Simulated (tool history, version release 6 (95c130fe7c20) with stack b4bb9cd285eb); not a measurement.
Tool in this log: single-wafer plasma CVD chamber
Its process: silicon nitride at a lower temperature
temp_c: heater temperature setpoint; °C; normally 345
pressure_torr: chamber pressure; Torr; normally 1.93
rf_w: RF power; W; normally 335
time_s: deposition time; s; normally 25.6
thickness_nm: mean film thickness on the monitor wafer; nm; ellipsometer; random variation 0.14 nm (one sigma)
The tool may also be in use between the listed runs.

| run | day | temp_c | pressure_torr | rf_w | time_s | read-back reference wafer on the same gauge, thickness_nm | thickness_nm |
|---|---|---|---|---|---|---|---|
| 1 | 0 | 338 | 1.93 | 335 | 25.6 | 40.512 | 34.538 |
| 2 | 3.921 | 339 | 1.93 | 315 | 25.6 | 40.506 | 33.327 |
| 3 | 5.712 | 339 | 1.93 | 315 | 25.6 | 40.493 | 32.9 |
| 4 | 8.762 | 345 | 1.93 | 335 | 27.7 | 40.499 | 37.104 |
|  | 9.925 | RF generator calibrated |
| 5 | 11.475 | 345 | 1.93 | 335 | 22.4 | 40.513 | 30.777 |
| 6 | 15.583 | 345 | 1.93 | 335 | 24.2 | 40.537 | 33.302 |
| 7 | 19.488 | 345 | 1.93 | 335 | 24.2 | 40.53 | 33.528 |
| 8 | 21.812 | 350 | 1.93 | 290 | 25.6 | 40.468 | 32.039 |
| 9 | 25.079 | 357 | 2.27 | 360 | 25.6 | 40.509 | 37.298 |
| 10 | 28.688 | 352 | 2.31 | 335 | 22.6 | 40.493 | 32.141 |
|  | 31.467 | gauge calibrated |
|  | 31.942 | showerhead replaced |
| 11 | 33.079 | 345 | 1.93 | 335 | 25.6 | 40.459 | 34.658 |
| 12 | 36.329 | 331 | 1.93 | 270 | 25.6 | 40.489 | 30.435 |
| 13 | 39.408 | 345 | 1.93 | 335 | 28.6 | 40.543 | 38.649 |
| 14 | 43.762 | 352 | 1.93 | 335 | 23.6 | 40.51 | 32.034 |
|  | 44.754 | capacitance manometer re-zeroed and calibrated |
|  | 45.312 | thermocouple changed; heater temperature recalibrated |
| 15 | 47.488 | 345 | 1.93 | 335 | 25.6 | 40.501 | 34.394 |
| 16 | 50.1 | 350 | 1.93 | 335 | 25.6 | 40.469 | 34.441 |
| 17 | 52.2 | 345 | 1.93 | 335 | 24.3 | 40.491 | 32.589 |
|  | 52.925 | RF generator calibrated |
| 18 | 54.925 | 345 | 1.93 | 335 | 25.6 | 40.51 | 35.319 |
| 19 | 58.317 | 355 | 1.93 | 335 | 25.6 | 40.495 | 35.269 |
| 20 | 60.025 | 341 | 1.93 | 400 | 21.9 | 40.468 | 33.834 |
| 21 | 68.246 | 345 | 1.93 | 335 | 25.6 | 40.504 | 35.155 |
| 22 | 69.838 | 345 | 2.36 | 335 | 25.6 | 40.489 | 36.581 |
| 23 | 74.162 | 345 | 1.57 | 270 | 21.6 | 40.519 | 24.696 |
| 24 | 77.167 | 338 | 1.78 | 310 | 21.6 | 40.466 | 27.712 |
| 25 | 80.146 | 360 | 1.76 | 370 | 23.6 | 40.491 | 33.294 |
| 26 | 84.388 | 333 | 1.93 | 335 | 27 | 40.518 | 36.817 |
| 27 | 88.112 | 345 | 1.93 | 375 | 23.3 | 40.475 | 33.835 |
| 28 | 90.471 | 341 | 1.78 | 315 | 28.2 | 40.505 | 36.053 |

What if the next run were any one of these 4? Each begins from the tool's condition after run 28:
| A | 90.488 | 334 | 1.93 | 335 | 25.6 | ? | ? |
| B | 90.488 | 354 | 1.56 | 305 | 21.4 | ? | ? |
| C | 90.488 | 345 | 2.18 | 335 | 25.6 | ? | ? |
| D | 90.488 | 345 | 2.35 | 335 | 25.6 | ? | ? |

| run | read-back reference wafer on the same gauge, thickness_nm | thickness_nm |
|---|---|---|
| A | 40.527 | 34.578 |
| B | 40.527 | 25.838 |
| C | 40.527 | 35.308 |
| D | 40.527 | 35.873 |
What these runs would have given with no unlogged condition in the tool:
| run | thickness_nm |
|---|---|
| A | 35.672 |
| B | 26.678 |
| C | 36.425 |
| D | 37.008 |

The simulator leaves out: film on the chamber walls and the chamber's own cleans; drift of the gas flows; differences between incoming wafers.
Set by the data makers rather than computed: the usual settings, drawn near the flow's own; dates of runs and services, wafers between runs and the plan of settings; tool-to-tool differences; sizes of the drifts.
